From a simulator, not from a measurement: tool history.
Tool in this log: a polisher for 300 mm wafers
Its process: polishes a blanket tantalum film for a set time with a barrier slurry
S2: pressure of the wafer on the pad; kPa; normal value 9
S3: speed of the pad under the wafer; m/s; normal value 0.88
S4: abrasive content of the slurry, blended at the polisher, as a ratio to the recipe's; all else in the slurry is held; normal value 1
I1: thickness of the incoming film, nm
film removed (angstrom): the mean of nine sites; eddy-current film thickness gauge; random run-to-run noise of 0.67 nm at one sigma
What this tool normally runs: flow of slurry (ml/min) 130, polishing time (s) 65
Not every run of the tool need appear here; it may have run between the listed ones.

{"run": 1, "hour": 0.0, "flow of slurry (ml/min)": 130, "S2": 9, "S3": 0.88, "S4": 1.1, "polishing time (s)": 65, "I1": 292.2, "film removed (angstrom)": 616}
{"run": 2, "hour": 22.1, "flow of slurry (ml/min)": 130, "S2": 9, "S3": 0.88, "S4": 1, "polishing time (s)": 65, "I1": 289.3, "film removed (angstrom)": 592}
{"run": 3, "hour": 44.8, "flow of slurry (ml/min)": 130, "S2": 9, "S3": 0.88, "S4": 1, "polishing time (s)": 65, "I1": 289.1, "film removed (angstrom)": 567}
{"hour": 101.2, "done": "worn pad replaced by a new one"}
{"run": 4, "hour": 113.0, "flow of slurry (ml/min)": 130, "S2": 9, "S3": 0.88, "S4": 1, "polishing time (s)": 65, "I1": 290.7, "film removed (angstrom)": 626}
{"run": 5, "hour": 127.5, "flow of slurry (ml/min)": 130, "S2": 9, "S3": 0.88, "S4": 1.05, "polishing time (s)": 65, "I1": 291.3, "film removed (angstrom)": 625}
{"run": 6, "hour": 153.2, "flow of slurry (ml/min)": 130, "S2": 9, "S3": 0.88, "S4": 1.05, "polishing time (s)": 65, "I1": 284.2, "film removed (angstrom)": 608}
{"hour": 163.9, "done": "slurry blender recalibrated"}
{"run": 7, "hour": 181.2, "flow of slurry (ml/min)": 130, "S2": 9, "S3": 0.88, "S4": 1.05, "polishing time (s)": 65, "I1": 286.1, "film removed (angstrom)": 613}
{"run": 8, "hour": 200.5, "flow of slurry (ml/min)": 130, "S2": 9, "S3": 0.88, "S4": 1, "polishing time (s)": 65, "I1": 289, "film removed (angstrom)": 597}
{"run": 9, "hour": 235.9, "flow of slurry (ml/min)": 130, "S2": 9, "S3": 0.88, "S4": 1.05, "polishing time (s)": 65, "I1": 284.7, "film removed (angstrom)": 589}
{"hour": 248.5, "done": "head pressure recalibrated"}
{"run": 10, "hour": 250.4, "flow of slurry (ml/min)": 130, "S2": 10.3, "S3": 0.88, "S4": 1, "polishing time (s)": 65, "I1": 294.9, "film removed (angstrom)": 637}
{"run": 11, "hour": 278.6, "flow of slurry (ml/min)": 170, "S2": 6.2, "S3": 0.88, "S4": 1, "polishing time (s)": 65, "I1": 289.3, "film removed (angstrom)": 467}
{"run": 12, "hour": 302.8, "flow of slurry (ml/min)": 130, "S2": 9, "S3": 0.88, "S4": 1, "polishing time (s)": 43, "I1": 293.2, "film removed (angstrom)": 379}
{"hour": 310.0, "done": "worn pad replaced by a new one"}
{"run": 13, "hour": 327.4, "flow of slurry (ml/min)": 130, "S2": 9, "S3": 0.88, "S4": 1, "polishing time (s)": 65, "I1": 288.9, "film removed (angstrom)": 636}
{"hour": 329.5, "done": "slurry nozzle cleaned"}
{"run": 14, "hour": 344.3, "flow of slurry (ml/min)": 130, "S2": 7.6, "S3": 0.88, "S4": 1, "polishing time (s)": 81, "I1": 292.7, "film removed (angstrom)": 683}
{"run": 15, "hour": 358.8, "flow of slurry (ml/min)": 130, "S2": 9, "S3": 0.88, "S4": 0.75, "polishing time (s)": 65, "I1": 285.3, "film removed (angstrom)": 516}
{"run": 16, "hour": 374.8, "flow of slurry (ml/min)": 130, "S2": 9, "S3": 0.88, "S4": 1.3, "polishing time (s)": 65, "I1": 295, "film removed (angstrom)": 654}
{"run": 17, "hour": 392.0, "flow of slurry (ml/min)": 115, "S2": 11, "S3": 0.88, "S4": 1, "polishing time (s)": 43, "I1": 289.5, "film removed (angstrom)": 443}
{"run": 18, "hour": 409.7, "flow of slurry (ml/min)": 130, "S2": 9, "S3": 0.88, "S4": 1, "polishing time (s)": 65, "I1": 288.2, "film removed (angstrom)": 592}
{"hour": 420.4, "done": "slurry blender recalibrated"}
{"run": 19, "hour": 439.2, "flow of slurry (ml/min)": 130, "S2": 9, "S3": 0.88, "S4": 0.85, "polishing time (s)": 86, "I1": 292.3, "film removed (angstrom)": 716}
{"run": 20, "hour": 461.1, "flow of slurry (ml/min)": 130, "S2": 9, "S3": 0.88, "S4": 1.25, "polishing time (s)": 46, "I1": 286, "film removed (angstrom)": 441}
{"run": 21, "hour": 490.8, "flow of slurry (ml/min)": 130, "S2": 9, "S3": 0.88, "S4": 1, "polishing time (s)": 65, "I1": 290, "film removed (angstrom)": 567}
{"run": 22, "hour": 505.7, "flow of slurry (ml/min)": 130, "S2": 9, "S3": 1.16, "S4": 1, "polishing time (s)": 65, "I1": 287.8, "film removed (angstrom)": 735}
{"hour": 555.3, "done": "worn pad replaced by a new one"}
{"run": 23, "hour": 594.9, "flow of slurry (ml/min)": 130, "S2": 9, "S3": 0.88, "S4": 1, "polishing time (s)": 56, "I1": 288.2, "film removed (angstrom)": 545}
{"run": 24, "hour": 610.2, "flow of slurry (ml/min)": 100, "S2": 11.7, "S3": 0.88, "S4": 0.9, "polishing time (s)": 73, "I1": 286.7, "film removed (angstrom)": 738}
{"run": 25, "hour": 637.8, "flow of slurry (ml/min)": 130, "S2": 9, "S3": 0.88, "S4": 1, "polishing time (s)": 65, "I1": 296.1, "film removed (angstrom)": 614}
{"run": 26, "hour": 655.6, "flow of slurry (ml/min)": 130, "S2": 9, "S3": 0.74, "S4": 1, "polishing time (s)": 83, "I1": 284.5, "film removed (angstrom)": 646}
{"hour": 659.9, "done": "slurry blender recalibrated"}
{"run": 27, "hour": 670.6, "flow of slurry (ml/min)": 130, "S2": 9, "S3": 0.88, "S4": 1, "polishing time (s)": 53, "I1": 290.8, "film removed (angstrom)": 473}
{"run": 28, "hour": 694.8, "flow of slurry (ml/min)": 130, "S2": 11, "S3": 0.88, "S4": 1, "polishing time (s)": 87, "I1": 292.9, "film removed (angstrom)": 912}
{"hour": 696.1, "done": "slurry nozzle cleaned"}
{"run": 29, "hour": 721.2, "flow of slurry (ml/min)": 130, "S2": 9, "S3": 0.88, "S4": 1, "polishing time (s)": 65, "I1": 291.8, "film removed (angstrom)": 585}

Consider 5 possible next runs. They are alternatives, not a sequence: every one starts from the tool as it was left by run 29. What does each give?
{"run": "A", "hour": 721.6, "flow of slurry (ml/min)": 130, "S2": 9, "S3": 0.88, "S4": 1, "polishing time (s)": 65, "I1": 292.4, "film removed (angstrom)": "?"}
{"run": "B", "hour": 721.6, "flow of slurry (ml/min)": 170, "S2": 9, "S3": 0.88, "S4": 1, "polishing time (s)": 65, "I1": 292.4, "film removed (angstrom)": "?"}
{"run": "C", "hour": 721.6, "flow of slurry (ml/min)": 130, "S2": 11, "S3": 1.18, "S4": 0.8, "polishing time (s)": 65, "I1": 292.4, "film removed (angstrom)": "?"}
{"run": "D", "hour": 721.6, "flow of slurry (ml/min)": 130, "S2": 9, "S3": 0.88, "S4": 0.85, "polishing time (s)": 65, "I1": 292.4, "film removed (angstrom)": "?"}
{"run": "E", "hour": 721.6, "flow of slurry (ml/min)": 130, "S2": 9, "S3": 1.12, "S4": 1.25, "polishing time (s)": 79, "I1": 292.4, "film removed (angstrom)": "?"}

run=A film_removed_(angstrom)=578
run=B film_removed_(angstrom)=608
run=C film_removed_(angstrom)=784
run=D film_removed_(angstrom)=533
run=E film_removed_(angstrom)=953
Without the tool's unlogged condition, the same runs would have read:
run=A film_removed_(angstrom)=651
run=B film_removed_(angstrom)=685
run=C film_removed_(angstrom)=883
run=D film_removed_(angstrom)=601
run=E film_removed_(angstrom)=1074
